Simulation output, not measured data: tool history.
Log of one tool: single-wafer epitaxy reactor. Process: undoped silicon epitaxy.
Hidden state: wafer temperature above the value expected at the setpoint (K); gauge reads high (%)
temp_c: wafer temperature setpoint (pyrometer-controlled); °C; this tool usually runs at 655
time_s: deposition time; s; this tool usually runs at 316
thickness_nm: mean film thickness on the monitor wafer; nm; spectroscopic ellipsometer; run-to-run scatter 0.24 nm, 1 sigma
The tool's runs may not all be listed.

run    hour  temp_c  time_s  wafers since the last listed run  hours since the last pyrometer calibration  hours since the gauge calibration  read-back reference wafer on the same gauge, thickness_nm  thickness_nm
  1       0     655     316                                 0                                       712.7                                974                                                     64.722        60.848
  2     107     655     316                               403                                       819.7                               1081                                                     64.717         61.04
  3     178     655     316                               267                                       890.7                               1152                                                     64.676        60.817
  4   219.6     655     316                               157                                       932.3                             1193.6                                                     64.658        60.968
  5   295.1     655     316                               284                                      1007.8                             1269.1                                                     64.649        60.766
  6   396.7     655     331                               383                                      1109.4                             1370.7                                                     64.638        63.972
  7   469.1     655     316                               273                                      1181.8                             1443.1                                                     64.714         61.38
  8   546.7     655     316                               292                                      1259.4                             1520.7                                                     64.666        61.095
  9     622     655     316                               284                                      1334.7                               1596                                                     64.726         61.22
 10   724.9     655     316                               388                                      1437.6                             1698.9                                                     64.725        61.543
 11   775.6     655     316                               191                                      1488.3                             1749.6                                                     64.646        60.605
      795.7  -- pyrometer calibrated
 12   855.3     644     284                               270                                        59.6                             1829.3                                                       64.6        45.167
      901.8  -- gauge calibrated
 13   904.2     646     316                               184                                       108.5                                2.4                                                     64.763        52.563
 14   996.3     655     316                               347                                       200.6                               94.5                                                     64.711        62.926
     1063.9  -- pyrometer calibrated, repeated, since the last time left the tool worse
 15  1076.8     664     352                               273                                        12.9                                175                                                     64.644        78.999
 16  1140.7     651     348                               241                                        76.8                              238.9                                                     64.727        61.232
 17  1220.8     655     291                               302                                       156.9                                319                                                     64.661        55.379
 18  1298.8     662     267                               294                                       234.9                                397                                                      64.65        58.177
 19  1361.2     655     316                               235                                       297.3                              459.4                                                      64.71        60.655
 20  1454.4     649     316                               351                                       390.5                              552.6                                                     64.642        53.926
 21  1525.7     643     280                               269                                       461.8                              623.9                                                     64.752        42.649
 22  1617.5     655     316                               346                                       553.6                              715.7                                                     64.551        60.482
 23  1715.6     664     296                               370                                       651.7                              813.8                                                     64.715        67.278

Predict each of these 3 candidate next runs independently; none follows another, all start after run 23:
  A  1716.1     662     316                                 1                                       652.2                              814.3                                                          ?             ?
  B  1716.1     655     371                                 1                                       652.2                              814.3                                                          ?             ?
  C  1716.1     646     268                                 1                                       652.2                              814.3                                                          ?             ?

run  read-back reference wafer on the same gauge, thickness_nm  thickness_nm
  A                                                     64.704         69.52
  B                                                     64.704        71.554
  C                                                     64.704        43.529
Stripped of hidden state, with their random variation kept, the same runs would have yielded:
run  thickness_nm
  A        68.088
  B         70.06
  C        42.605
